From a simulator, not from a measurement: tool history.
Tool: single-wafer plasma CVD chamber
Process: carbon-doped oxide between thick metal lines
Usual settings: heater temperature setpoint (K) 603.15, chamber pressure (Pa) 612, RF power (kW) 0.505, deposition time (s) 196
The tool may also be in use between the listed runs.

run,hour,heater temperature setpoint (K),chamber pressure (Pa),RF power (kW),deposition time (s),wafers since the last listed run,hours since the last thermocouple change,hours since the last RF generator calibration,hours since the last manometer calibration,hours since the showerhead was replaced,hours since the gauge calibration,"read-back reference wafer on the same gauge, thickness_nm",mean film thickness on the monitor wafer (angstrom)
1,0,603.15,612,0.505,196,0,1971.7,1022.8,1917.3,3784,35.1,920.208,10735.59
2,19.6,603.15,612,0.505,196,220,1991.3,1042.4,1936.9,3803.6,54.7,921.221,10605.12
3,112,597.15,612,0.505,196,1041,2083.7,1134.8,2029.3,3896,147.1,921.555,10714.84
# hour 150.1: showerhead replaced
4,150.6,597.15,612,0.505,196,344,2122.3,1173.4,2067.9,0.5,185.7,920.292,10744.69
5,161.3,603.15,612,0.505,196,120,2133,1184.1,2078.6,11.2,196.4,918.853,10558.69
# hour 172.7: capacitance manometer re-zeroed and calibrated
6,173.5,603.15,612,0.505,196,47,2145.2,1196.3,0.8,23.4,208.6,920.906,10509.79
# hour 198.2: thermocouple changed; heater temperature recalibrated
# hour 206.1: gauge calibrated
7,206.2,603.15,557,0.505,196,278,8,1229,33.5,56.1,0.1,919.643,10452.01
# hour 225.3: RF generator calibrated
8,227.6,603.15,612,0.505,196,151,29.4,2.3,54.9,77.5,21.5,920.509,11342.03
9,241.9,603.15,701,0.475,196,161,43.7,16.6,69.2,91.8,35.8,920.622,10964.65
10,262.1,613.15,612,0.48,232,227,63.9,36.8,89.4,112,56,922.134,12359.22
11,275.1,592.15,711,0.41,158,146,76.9,49.8,102.4,125,69,919.974,7563.69
12,301.6,603.15,548,0.54,196,298,103.4,76.3,128.9,151.5,95.5,918.166,11854.46
13,324.6,592.15,565,0.575,196,259,126.4,99.3,151.9,174.5,118.5,920.752,12835.76
14,360,616.15,612,0.505,207,399,161.8,134.7,187.3,209.9,153.9,919.902,11449
15,379.6,603.15,664,0.58,225,220,181.4,154.3,206.9,229.5,173.5,920.595,14660.94

4 ways to go on from here, each from the tool as it stands after run 15. What would each give?
A,380.1,603.15,473,0.505,196,5,181.9,154.8,207.4,230,174,?,?
B,380.1,603.15,612,0.505,220,5,181.9,154.8,207.4,230,174,?,?
C,380.1,617.15,612,0.55,181,5,181.9,154.8,207.4,230,174,?,?
D,380.1,603.15,467,0.505,196,5,181.9,154.8,207.4,230,174,?,?

run,"read-back reference wafer on the same gauge, thickness_nm",mean film thickness on the monitor wafer (angstrom)
A,919.182,10828.2
B,919.182,12548.28
C,919.182,10777.35
D,919.182,10811.76
Without the tool's hidden state the same runs would have given:
run,mean film thickness on the monitor wafer (angstrom)
A,11013.74
B,12763.3
C,10953.77
D,10997.02

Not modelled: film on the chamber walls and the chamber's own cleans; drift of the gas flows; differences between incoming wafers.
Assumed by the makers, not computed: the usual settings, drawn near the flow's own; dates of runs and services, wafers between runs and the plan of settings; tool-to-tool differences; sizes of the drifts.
